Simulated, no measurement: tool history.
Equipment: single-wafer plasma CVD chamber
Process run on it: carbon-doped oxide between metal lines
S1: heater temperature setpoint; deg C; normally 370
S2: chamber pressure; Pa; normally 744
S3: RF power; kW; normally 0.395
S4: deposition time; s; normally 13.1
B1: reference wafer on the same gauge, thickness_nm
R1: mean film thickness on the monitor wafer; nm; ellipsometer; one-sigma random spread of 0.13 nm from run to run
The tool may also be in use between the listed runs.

Run 1, hour 0: usual settings; B1 54.287. Result: R1 57.061 nm.
Run 2, hour 13.4: usual settings; B1 54.3. Result: R1 57.143 nm.
Run 3, hour 40.5: usual settings; B1 54.298. Result: R1 56.828 nm.
Run 4, hour 69.8: usual settings; B1 54.295. Result: R1 56.684 nm.
Run 5, hour 104.1: usual settings; B1 54.301. Result: R1 56.747 nm.
Run 6, hour 121.8: usual settings; B1 54.281. Result: R1 56.752 nm.
At hour 146.8: showerhead replaced.
At hour 154.1: thermocouple changed; heater temperature recalibrated.
Run 7, hour 154.6: usual settings; B1 54.311. Result: R1 56.764 nm.
Run 8, hour 169.9: usual settings but S1 363 deg C; B1 54.29. Result: R1 57.577 nm.
Run 9, hour 193.1: usual settings but S1 383 deg C, S2 833 Pa, S3 0.33 kW, S4 11.5 s; B1 54.315. Result: R1 42.265 nm.
At hour 200.4: gauge calibrated.
At hour 202.2: RF generator calibrated.
Run 10, hour 215: usual settings but S1 363 deg C, S3 0.345 kW; B1 54.281. Result: R1 54.958 nm.
At hour 225.8: capacitance manometer re-zeroed and calibrated.
Run 11, hour 232.3: usual settings but S2 579 Pa, S3 0.435 kW, S4 10.9 s; B1 54.315. Result: R1 52.739 nm.
Run 12, hour 255.4: usual settings but S3 0.44 kW, S4 10.7 s; B1 54.271. Result: R1 53.657 nm.
Run 13, hour 277.9: usual settings; B1 54.297. Result: R1 60.267 nm.
Run 14, hour 297.8: usual settings but S4 11.1 s; B1 54.308. Result: R1 51.045 nm.

Here are 5 independent what-if runs from the current tool condition. What would each one return?
Run A, hour 298.2: usual settings but S1 374 deg C; B1 ?. Result: R1 ?.
Run B, hour 298.2: usual settings but S1 364 deg C; B1 ?. Result: R1 ?.
Run C, hour 298.2: usual settings but S1 381 deg C, S2 855 Pa, S3 0.465 kW, S4 15.6 s; B1 ?. Result: R1 ?.
Run D, hour 298.2: usual settings but S3 0.335 kW, S4 12.1 s; B1 ?. Result: R1 ?.
Run E, hour 298.2: usual settings but S2 843 Pa, S3 0.345 kW; B1 ?. Result: R1 ?.

run      B1      R1
  A  54.322  59.672
  B  54.322  61.079
  C  54.322   80.02
  D  54.322  48.705
  E  54.322  54.544
What these runs would have given with no unlogged condition in the tool:
run      R1
  A  59.887
  B  61.299
  C   80.27
  D  48.888
  E  54.749
